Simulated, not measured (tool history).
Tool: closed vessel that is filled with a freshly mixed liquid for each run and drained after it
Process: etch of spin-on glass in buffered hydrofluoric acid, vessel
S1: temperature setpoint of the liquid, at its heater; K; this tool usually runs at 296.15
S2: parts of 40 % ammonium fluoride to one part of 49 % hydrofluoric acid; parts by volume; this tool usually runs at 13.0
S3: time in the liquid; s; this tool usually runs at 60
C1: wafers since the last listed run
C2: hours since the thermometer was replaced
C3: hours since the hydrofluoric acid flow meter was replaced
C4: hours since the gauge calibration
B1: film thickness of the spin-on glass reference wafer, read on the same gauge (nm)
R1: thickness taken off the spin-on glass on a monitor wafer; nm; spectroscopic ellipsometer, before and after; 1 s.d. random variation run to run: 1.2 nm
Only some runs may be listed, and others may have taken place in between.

Run 1, hour 0.0: usual settings but S2 11.5 parts by volume; C1 0; C2 1585.8; C3 650.8; C4 384.5; B1 119.19. Result: R1 150.01 nm.
Run 2, hour 50.0: usual settings but S2 11.5 parts by volume; C1 3498; C2 1635.8; C3 700.8; C4 434.5; B1 118.96. Result: R1 149.02 nm.
Run 3, hour 101.7: usual settings; C1 3617; C2 1687.5; C3 752.5; C4 486.2; B1 118.69. Result: R1 131.73 nm.
Run 4, hour 126.9: usual settings; C1 1763; C2 1712.7; C3 777.7; C4 511.4; B1 118.53. Result: R1 130.61 nm.
Run 5, hour 296.6: usual settings; C1 11874; C2 1882.4; C3 947.4; C4 681.1; B1 117.33. Result: R1 131.60 nm.
Run 6, hour 325.2: usual settings; C1 2001; C2 1911.0; C3 976.0; C4 709.7; B1 117.11. Result: R1 129.15 nm.
Run 7, hour 365.9: usual settings; C1 2847; C2 1951.7; C3 1016.7; C4 750.4; B1 116.76. Result: R1 130.11 nm.
Run 8, hour 437.5: usual settings; C1 5010; C2 2023.3; C3 1088.3; C4 822.0; B1 116.06. Result: R1 128.22 nm.
Run 9, hour 467.3: usual settings but S3 40 s; C1 2085; C2 2053.1; C3 1118.1; C4 851.8; B1 115.76. Result: R1 85.22 nm.
Run 10, hour 534.2: usual settings; C1 4681; C2 2120.0; C3 1185.0; C4 918.7; B1 115.07. Result: R1 127.31 nm.
At hour 545.0: gauge calibrated.
Run 11, hour 580.6: usual settings; C1 3246; C2 2166.4; C3 1231.4; C4 35.6; B1 119.78. Result: R1 133.87 nm.
Run 12, hour 643.4: usual settings but S1 292.15 K, S2 8.5 parts by volume, S3 40 s; C1 4394; C2 2229.2; C3 1294.2; C4 98.4; B1 119.71. Result: R1 106.85 nm.
Run 13, hour 688.4: usual settings but S1 297.65 K; C1 3148; C2 2274.2; C3 1339.2; C4 143.4; B1 119.65. Result: R1 144.62 nm.
Run 14, hour 752.1: usual settings but S2 15.5 parts by volume, S3 70 s; C1 4457; C2 2337.9; C3 1402.9; C4 207.1; B1 119.53. Result: R1 129.34 nm.
Run 15, hour 788.2: usual settings but S1 291.15 K, S3 45 s; C1 2526; C2 2374.0; C3 1439.0; C4 243.2; B1 119.42. Result: R1 75.54 nm.
At hour 810.4: thermometer replaced.
At hour 863.0: hydrofluoric acid flow meter replaced.
Run 16, hour 905.3: usual settings but S1 300.65 K, S2 9.0 parts by volume; C1 8053; C2 94.9; C3 42.3; C4 360.3; B1 119.01. Result: R1 232.37 nm.
Run 17, hour 942.7: usual settings but S1 292.65 K, S3 70 s; C1 2616; C2 132.3; C3 79.7; C4 397.7; B1 118.85. Result: R1 127.91 nm.
Run 18, hour 1005.0: usual settings but S2 17.5 parts by volume, S3 40 s; C1 4359; C2 194.6; C3 142.0; C4 460.0; B1 118.51. Result: R1 65.67 nm.
Run 19, hour 1038.5: usual settings but S1 294.65 K, S3 80 s; C1 2344; C2 228.1; C3 175.5; C4 493.5; B1 118.34. Result: R1 160.88 nm.
Run 20, hour 1107.3: usual settings; C1 4814; C2 296.9; C3 244.3; C4 562.3; B1 117.95. Result: R1 131.12 nm.

Predict each of these 3 candidate next runs independently; none follows another, all start after run 20:
Run A, hour 1108.0: usual settings but S1 298.65 K; C1 48; C2 297.6; C3 245.0; C4 563.0; B1 ?. Result: R1 ?.
Run B, hour 1108.0: usual settings but S1 300.65 K, S2 16.5 parts by volume, S3 35 s; C1 48; C2 297.6; C3 245.0; C4 563.0; B1 ?. Result: R1 ?.
Run C, hour 1108.0: usual settings but S3 75 s; C1 48; C2 297.6; C3 245.0; C4 563.0; B1 ?. Result: R1 ?.

run      B1      R1
  A  117.91  150.22
  B  117.91   77.22
  C  117.91  163.86
Without the tool's hidden state the same runs would have given:
run      R1
  A  152.88
  B   78.59
  C  166.76

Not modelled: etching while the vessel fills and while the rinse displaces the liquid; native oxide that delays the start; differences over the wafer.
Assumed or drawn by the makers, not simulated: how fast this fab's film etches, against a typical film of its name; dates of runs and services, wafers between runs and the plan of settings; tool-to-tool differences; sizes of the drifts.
